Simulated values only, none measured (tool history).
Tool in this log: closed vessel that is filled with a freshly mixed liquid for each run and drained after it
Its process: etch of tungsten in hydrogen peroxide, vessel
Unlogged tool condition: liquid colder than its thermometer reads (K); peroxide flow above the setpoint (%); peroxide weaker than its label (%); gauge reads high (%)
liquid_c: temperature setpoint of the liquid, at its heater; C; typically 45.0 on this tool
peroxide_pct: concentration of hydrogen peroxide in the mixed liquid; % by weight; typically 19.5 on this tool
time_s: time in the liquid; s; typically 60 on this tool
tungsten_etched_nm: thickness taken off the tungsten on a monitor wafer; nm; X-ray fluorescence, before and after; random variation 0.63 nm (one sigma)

run,hour,liquid_c,peroxide_pct,time_s,wafers since the last listed run,hours since the thermometer was replaced,hours since the peroxide flow meter was replaced,hours since the drum of peroxide was connected,hours since the gauge calibration,"read-back film thickness of the tungsten reference wafer, read on the same gauge (nm)",tungsten_etched_nm
1,0.0,40.5,19.5,60,0,1277.7,536.6,606.6,139.9,149.99,83.39
# hour 31.9: thermometer replaced
# hour 65.6: new drum of peroxide connected
2,177.6,40.5,19.5,60,25209,145.7,714.2,112.0,317.5,150.00,89.27
3,235.8,40.5,19.5,60,8355,203.9,772.4,170.2,375.7,149.98,89.41
4,275.3,45.0,19.5,60,5670,243.4,811.9,209.7,415.2,149.99,118.28
5,313.8,45.0,19.5,60,5527,281.9,850.4,248.2,453.7,150.01,117.42
6,345.9,45.0,19.5,60,4608,314.0,882.5,280.3,485.8,150.00,117.43
7,393.5,45.0,17.5,70,6833,361.6,930.1,327.9,533.4,149.98,128.36
8,442.3,45.0,22.0,60,7005,410.4,978.9,376.7,582.2,149.99,122.93
9,489.6,45.0,22.0,60,6790,457.7,1026.2,424.0,629.5,150.02,122.60
10,536.7,45.0,22.0,60,6761,504.8,1073.3,471.1,676.6,149.99,122.50
11,561.6,40.0,19.5,60,3574,529.7,1098.2,496.0,701.5,149.99,83.16
12,592.1,40.0,19.5,60,4378,560.2,1128.7,526.5,732.0,150.02,82.42
13,641.6,45.0,23.5,75,7106,609.7,1178.2,576.0,781.5,150.01,155.26
14,665.8,45.0,19.5,60,3474,633.9,1202.4,600.2,805.7,150.01,113.75
15,722.0,45.0,19.5,60,8068,690.1,1258.6,656.4,861.9,149.99,112.82
# hour 781.3: new drum of peroxide connected
16,782.9,45.0,19.5,45,8599,751.0,1319.5,1.6,922.8,150.02,87.06
17,838.0,45.0,25.0,85,7910,806.1,1374.6,56.7,977.9,150.02,186.64
18,875.9,41.5,15.5,60,5441,844.0,1412.5,94.6,1015.8,150.00,82.67
19,955.6,45.0,24.0,60,11441,923.7,1492.2,174.3,1095.5,150.01,127.86
20,1001.5,45.0,19.5,60,6589,969.6,1538.1,220.2,1141.4,150.03,114.68
21,1032.1,45.0,17.0,60,4393,1000.2,1568.7,250.8,1172.0,150.00,106.71
22,1061.5,45.0,19.5,95,4220,1029.6,1598.1,280.2,1201.4,150.03,179.83
# hour 1089.6: peroxide flow meter replaced
23,1096.3,45.0,19.5,50,4852,1064.4,6.7,315.0,1236.2,150.02,94.36
24,1123.3,40.0,19.5,60,3876,1091.4,33.7,342.0,1263.2,149.99,81.25
# hour 1140.3: thermometer replaced
25,1159.3,45.0,19.5,60,5024,19.0,69.7,378.0,1299.2,150.00,116.39
# hour 1215.1: gauge calibrated
26,1219.7,45.0,24.5,95,8671,79.4,130.1,438.4,4.6,150.00,205.94
27,1275.8,45.0,19.5,30,8053,135.5,186.2,494.5,60.7,149.99,57.62
28,1336.6,52.5,19.5,60,8728,196.3,247.0,555.3,121.5,149.99,181.49
29,1387.2,40.5,25.0,30,7264,246.9,297.6,605.9,172.1,150.00,48.46
# hour 1432.7: new drum of peroxide connected
30,1571.0,50.5,22.0,45,26243,430.7,481.4,138.3,355.9,150.01,130.07
31,1622.7,45.0,14.0,60,7422,482.4,533.1,190.0,407.6,150.01,98.61

3 ways to go on from here, each from the tool as it stands after run 31. What would each give?
A,1623.4,45.0,17.5,60,100,483.1,533.8,190.7,408.3,?,?
B,1623.4,50.0,24.0,70,100,483.1,533.8,190.7,408.3,?,?
C,1623.4,50.0,22.5,60,100,483.1,533.8,190.7,408.3,?,?

run,"read-back film thickness of the tungsten reference wafer, read on the same gauge (nm)",tungsten_etched_nm
A,150.01,111.09
B,150.01,207.15
C,150.01,171.92
Had the tool no hidden state, the same runs would have come out as:
run,tungsten_etched_nm
A,114.82
B,213.97
C,177.58
